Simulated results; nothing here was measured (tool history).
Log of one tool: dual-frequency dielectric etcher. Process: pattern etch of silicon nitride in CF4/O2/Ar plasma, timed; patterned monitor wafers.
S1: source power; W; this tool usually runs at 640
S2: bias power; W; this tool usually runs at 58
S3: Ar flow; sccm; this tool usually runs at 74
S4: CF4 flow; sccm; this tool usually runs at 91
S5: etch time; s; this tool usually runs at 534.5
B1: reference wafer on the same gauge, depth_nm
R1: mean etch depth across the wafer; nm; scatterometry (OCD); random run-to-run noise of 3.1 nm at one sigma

Run 1, hour 0.0: usual settings but S2 61 W; B1 1700.6. Result: R1 1428.8 nm.
At hour 172.8: wet clean of the chamber.
Run 2, hour 220.4: usual settings but S2 61 W; B1 1700.3. Result: R1 1421.3 nm.
Run 3, hour 317.6: usual settings but S3 80 sccm; B1 1699.5. Result: R1 1371.9 nm.
Run 4, hour 512.4: usual settings but S5 616.5 s; B1 1700.1. Result: R1 1608.5 nm.
Run 5, hour 596.3: usual settings but S5 616.5 s; B1 1700.0. Result: R1 1596.1 nm.
At hour 636.7: wet clean of the chamber.
Run 6, hour 675.8: usual settings; B1 1698.8. Result: R1 1382.2 nm.
At hour 743.9: CF4 flow controller replaced.
Run 7, hour 763.0: usual settings; B1 1700.1. Result: R1 1381.9 nm.
At hour 786.3: source power generator calibrated.
Run 8, hour 824.3: usual settings; B1 1701.5. Result: R1 1412.5 nm.
At hour 858.2: bias power generator calibrated.
At hour 919.9: upper electrode replaced.
Run 9, hour 926.9: usual settings; B1 1700.5. Result: R1 1419.4 nm.
At hour 971.0: Ar flow controller replaced.
Run 10, hour 996.6: usual settings; B1 1698.8. Result: R1 1426.4 nm.
Run 11, hour 1062.5: usual settings but S5 381.5 s; B1 1699.8. Result: R1 1011.0 nm.
Run 12, hour 1119.0: usual settings; B1 1700.2. Result: R1 1422.0 nm.
Run 13, hour 1159.0: usual settings but S1 800 W, S2 65 W, S3 68 sccm, S5 457.5 s; B1 1699.8. Result: R1 1590.6 nm.
At hour 1209.1: wet clean of the chamber.
At hour 1242.9: gauge calibrated.
Run 14, hour 1252.2: usual settings; B1 1699.4. Result: R1 1417.6 nm.
Run 15, hour 1340.8: usual settings but S1 540 W, S2 66 W, S3 89 sccm, S4 99 sccm; B1 1699.6. Result: R1 1240.4 nm.
Run 16, hour 1428.3: usual settings but S3 61 sccm, S5 612.5 s; B1 1700.9. Result: R1 1659.9 nm.
Run 17, hour 1518.8: usual settings but S4 76 sccm; B1 1699.2. Result: R1 1373.3 nm.
Run 18, hour 1583.1: usual settings but S1 800 W, S5 616.5 s; B1 1698.3. Result: R1 2002.9 nm.
Run 19, hour 1682.6: usual settings; B1 1700.8. Result: R1 1407.6 nm.
At hour 1711.0: wet clean of the chamber.
Run 20, hour 1741.5: usual settings but S1 510 W, S3 81 sccm, S5 645.5 s; B1 1701.7. Result: R1 1338.5 nm.

Give the tool's hidden conditions for every run:
etch rate over this chamber's usual, %: 0 across all the runs
Ar flow that arrives over what is set, %: 0 across all the runs
CF4 flow that arrives over what is set, %: 0 across all the runs
gauge reads high (%): 0 across all the runs
H1: source power that arrives over what is set, %
H2: bias power that arrives over what is set, %
run      H1      H2
  1    -1.7   -1.85
  2    -1.9    -2.2
  3   -1.99   -2.32
  4   -2.19    -2.5
  5   -2.27   -2.57
  6   -2.35   -2.62
  7   -2.45   -2.66
  8  -0.469   -2.69
  9  -0.471  -0.888
 10  -0.474   -1.23
 11  -0.478   -1.51
 12  -0.482   -1.73
 13  -0.485   -1.87
 14  -0.494   -2.17
 15  -0.505   -2.41
 16  -0.517   -2.61
 17  -0.531   -2.79
 18  -0.543    -2.9
 19  -0.562   -3.04
 20  -0.575   -3.12
